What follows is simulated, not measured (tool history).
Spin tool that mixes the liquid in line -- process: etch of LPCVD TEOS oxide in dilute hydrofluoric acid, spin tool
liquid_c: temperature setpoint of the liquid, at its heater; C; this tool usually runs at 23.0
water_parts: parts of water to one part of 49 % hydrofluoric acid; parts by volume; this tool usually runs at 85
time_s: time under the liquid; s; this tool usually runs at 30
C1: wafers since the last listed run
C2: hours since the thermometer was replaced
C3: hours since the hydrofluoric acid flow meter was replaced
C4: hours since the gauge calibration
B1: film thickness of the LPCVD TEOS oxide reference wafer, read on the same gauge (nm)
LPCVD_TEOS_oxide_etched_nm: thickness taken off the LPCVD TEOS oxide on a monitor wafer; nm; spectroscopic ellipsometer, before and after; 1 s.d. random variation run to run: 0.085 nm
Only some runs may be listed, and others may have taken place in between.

{"run": 1, "day": 0.0, "liquid_c": 23.0, "water_parts": 75, "time_s": 30, "C1": 0, "C2": 2364.2, "C3": 211.5, "C4": 229.7, "B1": 80.01, "LPCVD_TEOS_oxide_etched_nm": 9.31}
{"run": 2, "day": 1.438, "liquid_c": 23.0, "water_parts": 75, "time_s": 30, "C1": 404, "C2": 2398.7, "C3": 246.0, "C4": 264.2, "B1": 80.01, "LPCVD_TEOS_oxide_etched_nm": 9.11}
{"run": 3, "day": 2.183, "liquid_c": 23.0, "water_parts": 85, "time_s": 30, "C1": 209, "C2": 2416.6, "C3": 263.9, "C4": 282.1, "B1": 80.03, "LPCVD_TEOS_oxide_etched_nm": 8.14}
{"run": 4, "day": 3.117, "liquid_c": 23.0, "water_parts": 85, "time_s": 30, "C1": 262, "C2": 2439.0, "C3": 286.3, "C4": 304.5, "B1": 80.0, "LPCVD_TEOS_oxide_etched_nm": 8.17}
{"run": 5, "day": 3.746, "liquid_c": 23.0, "water_parts": 85, "time_s": 30, "C1": 177, "C2": 2454.1, "C3": 301.4, "C4": 319.6, "B1": 80.02, "LPCVD_TEOS_oxide_etched_nm": 8.14}
{"run": 6, "day": 4.862, "liquid_c": 23.0, "water_parts": 85, "time_s": 30, "C1": 314, "C2": 2480.9, "C3": 328.2, "C4": 346.4, "B1": 79.98, "LPCVD_TEOS_oxide_etched_nm": 8.03}
{"run": 7, "day": 5.567, "liquid_c": 23.0, "water_parts": 85, "time_s": 30, "C1": 198, "C2": 2497.8, "C3": 345.1, "C4": 363.3, "B1": 79.99, "LPCVD_TEOS_oxide_etched_nm": 7.94}
{"day": 6.446, "done": "thermometer replaced"}
{"run": 8, "day": 6.467, "liquid_c": 23.0, "water_parts": 85, "time_s": 30, "C1": 241, "C2": 0.5, "C3": 366.7, "C4": 384.9, "B1": 79.98, "LPCVD_TEOS_oxide_etched_nm": 9.06}
{"run": 9, "day": 7.217, "liquid_c": 23.0, "water_parts": 85, "time_s": 30, "C1": 211, "C2": 18.5, "C3": 384.7, "C4": 402.9, "B1": 80.01, "LPCVD_TEOS_oxide_etched_nm": 9.05}
{"run": 10, "day": 8.579, "liquid_c": 23.0, "water_parts": 85, "time_s": 30, "C1": 383, "C2": 51.2, "C3": 417.4, "C4": 435.6, "B1": 80.0, "LPCVD_TEOS_oxide_etched_nm": 9.09}
{"run": 11, "day": 10.983, "liquid_c": 23.0, "water_parts": 85, "time_s": 30, "C1": 676, "C2": 108.9, "C3": 475.1, "C4": 493.3, "B1": 80.02, "LPCVD_TEOS_oxide_etched_nm": 8.93}
{"run": 12, "day": 11.542, "liquid_c": 23.0, "water_parts": 85, "time_s": 30, "C1": 157, "C2": 122.3, "C3": 488.5, "C4": 506.7, "B1": 80.02, "LPCVD_TEOS_oxide_etched_nm": 8.88}
{"run": 13, "day": 12.771, "liquid_c": 27.0, "water_parts": 75, "time_s": 45, "C1": 345, "C2": 151.8, "C3": 518.0, "C4": 536.2, "B1": 80.01, "LPCVD_TEOS_oxide_etched_nm": 18.4}
{"day": 13.046, "done": "hydrofluoric acid flow meter replaced"}
{"run": 14, "day": 13.3, "liquid_c": 26.0, "water_parts": 105, "time_s": 30, "C1": 137, "C2": 164.5, "C3": 6.1, "C4": 548.9, "B1": 80.01, "LPCVD_TEOS_oxide_etched_nm": 8.01}
{"run": 15, "day": 14.492, "liquid_c": 23.0, "water_parts": 85, "time_s": 30, "C1": 335, "C2": 193.1, "C3": 34.7, "C4": 577.5, "B1": 79.99, "LPCVD_TEOS_oxide_etched_nm": 8.98}
{"run": 16, "day": 15.396, "liquid_c": 19.0, "water_parts": 100, "time_s": 20, "C1": 254, "C2": 214.8, "C3": 56.4, "C4": 599.2, "B1": 80.01, "LPCVD_TEOS_oxide_etched_nm": 4.16}
{"run": 17, "day": 16.004, "liquid_c": 23.0, "water_parts": 85, "time_s": 30, "C1": 171, "C2": 229.4, "C3": 71.0, "C4": 613.8, "B1": 80.0, "LPCVD_TEOS_oxide_etched_nm": 8.88}
{"run": 18, "day": 17.379, "liquid_c": 23.0, "water_parts": 85, "time_s": 30, "C1": 386, "C2": 262.4, "C3": 104.0, "C4": 646.8, "B1": 80.0, "LPCVD_TEOS_oxide_etched_nm": 8.75}
{"run": 19, "day": 18.296, "liquid_c": 23.0, "water_parts": 120, "time_s": 35, "C1": 257, "C2": 284.4, "C3": 126.0, "C4": 668.8, "B1": 80.0, "LPCVD_TEOS_oxide_etched_nm": 7.09}
{"run": 20, "day": 19.308, "liquid_c": 24.5, "water_parts": 105, "time_s": 50, "C1": 284, "C2": 308.7, "C3": 150.3, "C4": 693.1, "B1": 80.02, "LPCVD_TEOS_oxide_etched_nm": 12.54}
{"run": 21, "day": 20.558, "liquid_c": 23.0, "water_parts": 55, "time_s": 15, "C1": 351, "C2": 338.7, "C3": 180.3, "C4": 723.1, "B1": 80.01, "LPCVD_TEOS_oxide_etched_nm": 7.18}
{"run": 22, "day": 21.692, "liquid_c": 23.0, "water_parts": 85, "time_s": 30, "C1": 318, "C2": 365.9, "C3": 207.5, "C4": 750.3, "B1": 80.0, "LPCVD_TEOS_oxide_etched_nm": 8.97}
{"run": 23, "day": 22.212, "liquid_c": 23.0, "water_parts": 85, "time_s": 30, "C1": 146, "C2": 378.4, "C3": 220.0, "C4": 762.8, "B1": 80.01, "LPCVD_TEOS_oxide_etched_nm": 8.78}
{"day": 24.279, "done": "gauge calibrated"}
{"run": 24, "day": 26.342, "liquid_c": 25.0, "water_parts": 50, "time_s": 50, "C1": 1161, "C2": 477.5, "C3": 319.1, "C4": 49.5, "B1": 79.99, "LPCVD_TEOS_oxide_etched_nm": 28.22}
{"run": 25, "day": 27.375, "liquid_c": 23.0, "water_parts": 100, "time_s": 30, "C1": 290, "C2": 502.3, "C3": 343.9, "C4": 74.3, "B1": 80.01, "LPCVD_TEOS_oxide_etched_nm": 7.37}
{"run": 26, "day": 28.35, "liquid_c": 25.5, "water_parts": 85, "time_s": 20, "C1": 274, "C2": 525.7, "C3": 367.3, "C4": 97.7, "B1": 79.98, "LPCVD_TEOS_oxide_etched_nm": 6.45}
{"run": 27, "day": 29.004, "liquid_c": 21.5, "water_parts": 60, "time_s": 15, "C1": 184, "C2": 541.4, "C3": 383.0, "C4": 113.4, "B1": 80.0, "LPCVD_TEOS_oxide_etched_nm": 5.96}
{"run": 28, "day": 30.079, "liquid_c": 27.5, "water_parts": 110, "time_s": 30, "C1": 302, "C2": 567.2, "C3": 408.8, "C4": 139.2, "B1": 80.01, "LPCVD_TEOS_oxide_etched_nm": 7.68}
{"run": 29, "day": 30.754, "liquid_c": 23.0, "water_parts": 85, "time_s": 50, "C1": 189, "C2": 583.4, "C3": 425.0, "C4": 155.4, "B1": 80.01, "LPCVD_TEOS_oxide_etched_nm": 14.68}
{"run": 30, "day": 31.912, "liquid_c": 23.0, "water_parts": 85, "time_s": 30, "C1": 325, "C2": 611.2, "C3": 452.8, "C4": 183.2, "B1": 80.01, "LPCVD_TEOS_oxide_etched_nm": 8.79}
{"day": 33.375, "done": "hydrofluoric acid flow meter replaced"}
{"run": 31, "day": 33.404, "liquid_c": 24.5, "water_parts": 105, "time_s": 40, "C1": 407, "C2": 647.0, "C3": 0.7, "C4": 219.0, "B1": 79.99, "LPCVD_TEOS_oxide_etched_nm": 9.61}
{"run": 32, "day": 34.896, "liquid_c": 23.0, "water_parts": 115, "time_s": 15, "C1": 419, "C2": 682.8, "C3": 36.5, "C4": 254.8, "B1": 80.0, "LPCVD_TEOS_oxide_etched_nm": 3.14}
{"run": 33, "day": 35.717, "liquid_c": 23.0, "water_parts": 85, "time_s": 40, "C1": 230, "C2": 702.5, "C3": 56.2, "C4": 274.5, "B1": 80.02, "LPCVD_TEOS_oxide_etched_nm": 11.54}

Below are 4 alternative next runs, each starting from the tool's condition after run 33. Predict each:
{"run": "A", "day": 35.733, "liquid_c": 23.0, "water_parts": 85, "time_s": 25, "C1": 4, "C2": 702.9, "C3": 56.6, "C4": 274.9, "B1": "?", "LPCVD_TEOS_oxide_etched_nm": "?"}
{"run": "B", "day": 35.733, "liquid_c": 23.0, "water_parts": 50, "time_s": 40, "C1": 4, "C2": 702.9, "C3": 56.6, "C4": 274.9, "B1": "?", "LPCVD_TEOS_oxide_etched_nm": "?"}
{"run": "C", "day": 35.733, "liquid_c": 27.0, "water_parts": 120, "time_s": 45, "C1": 4, "C2": 702.9, "C3": 56.6, "C4": 274.9, "B1": "?", "LPCVD_TEOS_oxide_etched_nm": "?"}
{"run": "D", "day": 35.733, "liquid_c": 27.0, "water_parts": 115, "time_s": 15, "C1": 4, "C2": 702.9, "C3": 56.6, "C4": 274.9, "B1": "?", "LPCVD_TEOS_oxide_etched_nm": "?"}

run=A B1=80.01 LPCVD_TEOS_oxide_etched_nm=7.25
run=B B1=80.01 LPCVD_TEOS_oxide_etched_nm=20.60
run=C B1=80.01 LPCVD_TEOS_oxide_etched_nm=10.38
run=D B1=80.01 LPCVD_TEOS_oxide_etched_nm=3.63
What these runs would have given with no unlogged condition in the tool:
run=A LPCVD_TEOS_oxide_etched_nm=7.56
run=B LPCVD_TEOS_oxide_etched_nm=21.49
run=C LPCVD_TEOS_oxide_etched_nm=10.79
run=D LPCVD_TEOS_oxide_etched_nm=3.78

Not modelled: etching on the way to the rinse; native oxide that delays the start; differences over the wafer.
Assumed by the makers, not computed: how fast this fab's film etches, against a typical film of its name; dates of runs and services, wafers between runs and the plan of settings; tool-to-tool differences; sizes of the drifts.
